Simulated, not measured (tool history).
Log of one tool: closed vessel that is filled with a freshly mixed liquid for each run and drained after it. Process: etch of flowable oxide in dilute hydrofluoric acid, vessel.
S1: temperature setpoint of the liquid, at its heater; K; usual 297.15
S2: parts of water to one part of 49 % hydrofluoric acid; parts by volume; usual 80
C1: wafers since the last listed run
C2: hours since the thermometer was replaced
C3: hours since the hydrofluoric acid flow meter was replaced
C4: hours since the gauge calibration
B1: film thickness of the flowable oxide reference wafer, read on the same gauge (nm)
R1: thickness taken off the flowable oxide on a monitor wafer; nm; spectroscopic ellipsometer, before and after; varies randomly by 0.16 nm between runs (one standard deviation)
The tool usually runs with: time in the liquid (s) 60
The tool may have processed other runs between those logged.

run 1 hour=0.0 | S1=295.15 S2=60 time_in_the_liquid_(s)=60 | C1=0 C2=1496.1 C3=958.1 C4=168.2 | B1=70.00 | R1=37.43
run 2 hour=13.7 | S1=295.15 S2=60 time_in_the_liquid_(s)=60 | C1=1276 C2=1509.8 C3=971.8 C4=181.9 | B1=70.03 | R1=37.80
run 3 hour=65.7 | S1=297.15 S2=80 time_in_the_liquid_(s)=60 | C1=4846 C2=1561.8 C3=1023.8 C4=233.9 | B1=70.05 | R1=30.02
run 4 hour=100.6 | S1=297.15 S2=80 time_in_the_liquid_(s)=60 | C1=3252 C2=1596.7 C3=1058.7 C4=268.8 | B1=70.01 | R1=29.89
run 5 hour=134.6 | S1=293.65 S2=80 time_in_the_liquid_(s)=60 | C1=3168 C2=1630.7 C3=1092.7 C4=302.8 | B1=69.96 | R1=25.62
run 6 hour=190.0 | S1=293.65 S2=80 time_in_the_liquid_(s)=60 | C1=5163 C2=1686.1 C3=1148.1 C4=358.2 | B1=69.96 | R1=25.68
run 7 hour=216.9 | S1=293.65 S2=80 time_in_the_liquid_(s)=60 | C1=2507 C2=1713.0 C3=1175.0 C4=385.1 | B1=70.02 | R1=25.38
run 8 hour=247.7 | S1=297.15 S2=80 time_in_the_liquid_(s)=60 | C1=2870 C2=1743.8 C3=1205.8 C4=415.9 | B1=69.97 | R1=29.35
run 9 hour=272.5 | S1=295.15 S2=80 time_in_the_liquid_(s)=60 | C1=2311 C2=1768.6 C3=1230.6 C4=440.7 | B1=69.95 | R1=27.08
run 10 hour=292.0 | S1=297.15 S2=80 time_in_the_liquid_(s)=80 | C1=1817 C2=1788.1 C3=1250.1 C4=460.2 | B1=70.01 | R1=39.09
-- hour=314.5 gauge calibrated
run 11 hour=315.0 | S1=297.15 S2=80 time_in_the_liquid_(s)=60 | C1=2143 C2=1811.1 C3=1273.1 C4=0.5 | B1=69.98 | R1=29.23
-- hour=327.3 thermometer replaced
run 12 hour=346.0 | S1=297.15 S2=80 time_in_the_liquid_(s)=30 | C1=2796 C2=18.7 C3=1304.1 C4=31.5 | B1=70.02 | R1=14.67
-- hour=347.8 hydrofluoric acid flow meter replaced
run 13 hour=417.1 | S1=292.15 S2=70 time_in_the_liquid_(s)=80 | C1=6533 C2=89.8 C3=69.3 C4=102.6 | B1=69.99 | R1=39.41
run 14 hour=434.1 | S1=293.65 S2=80 time_in_the_liquid_(s)=60 | C1=1584 C2=106.8 C3=86.3 C4=119.6 | B1=70.02 | R1=27.41
run 15 hour=462.3 | S1=297.15 S2=80 time_in_the_liquid_(s)=60 | C1=2628 C2=135.0 C3=114.5 C4=147.8 | B1=70.03 | R1=31.22
run 16 hour=478.3 | S1=293.15 S2=80 time_in_the_liquid_(s)=80 | C1=1491 C2=151.0 C3=130.5 C4=163.8 | B1=70.02 | R1=35.55
run 17 hour=493.8 | S1=300.65 S2=80 time_in_the_liquid_(s)=60 | C1=1444 C2=166.5 C3=146.0 C4=179.3 | B1=70.00 | R1=35.88
run 18 hour=518.6 | S1=297.15 S2=80 time_in_the_liquid_(s)=60 | C1=2311 C2=191.3 C3=170.8 C4=204.1 | B1=69.98 | R1=31.25
run 19 hour=554.0 | S1=294.15 S2=60 time_in_the_liquid_(s)=95 | C1=3299 C2=226.7 C3=206.2 C4=239.5 | B1=69.99 | R1=59.56
run 20 hour=580.7 | S1=297.15 S2=80 time_in_the_liquid_(s)=70 | C1=2488 C2=253.4 C3=232.9 C4=266.2 | B1=70.06 | R1=36.41
run 21 hour=613.6 | S1=297.15 S2=55 time_in_the_liquid_(s)=50 | C1=3066 C2=286.3 C3=265.8 C4=299.1 | B1=70.01 | R1=38.88
run 22 hour=649.2 | S1=297.15 S2=80 time_in_the_liquid_(s)=30 | C1=3318 C2=321.9 C3=301.4 C4=334.7 | B1=69.98 | R1=15.39

Per-run results on a tool with no hidden state, each run keeping its own random variation:
Unlogged tool condition in this case: liquid hotter than its thermometer reads (K); hydrofluoric acid flow below the setpoint (%); gauge reads high (%).
run=1 R1=39.63
run=2 R1=40.06
run=3 R1=31.97
run=4 R1=31.90
run=5 R1=27.38
run=6 R1=27.54
run=7 R1=27.26
run=8 R1=31.61
run=9 R1=29.20
run=10 R1=42.22
run=11 R1=31.62
run=12 R1=15.90
run=13 R1=39.63
run=14 R1=27.59
run=15 R1=31.48
run=16 R1=35.88
run=17 R1=36.25
run=18 R1=31.62
run=19 R1=60.36
run=20 R1=36.98
run=21 R1=39.54
run=22 R1=15.69
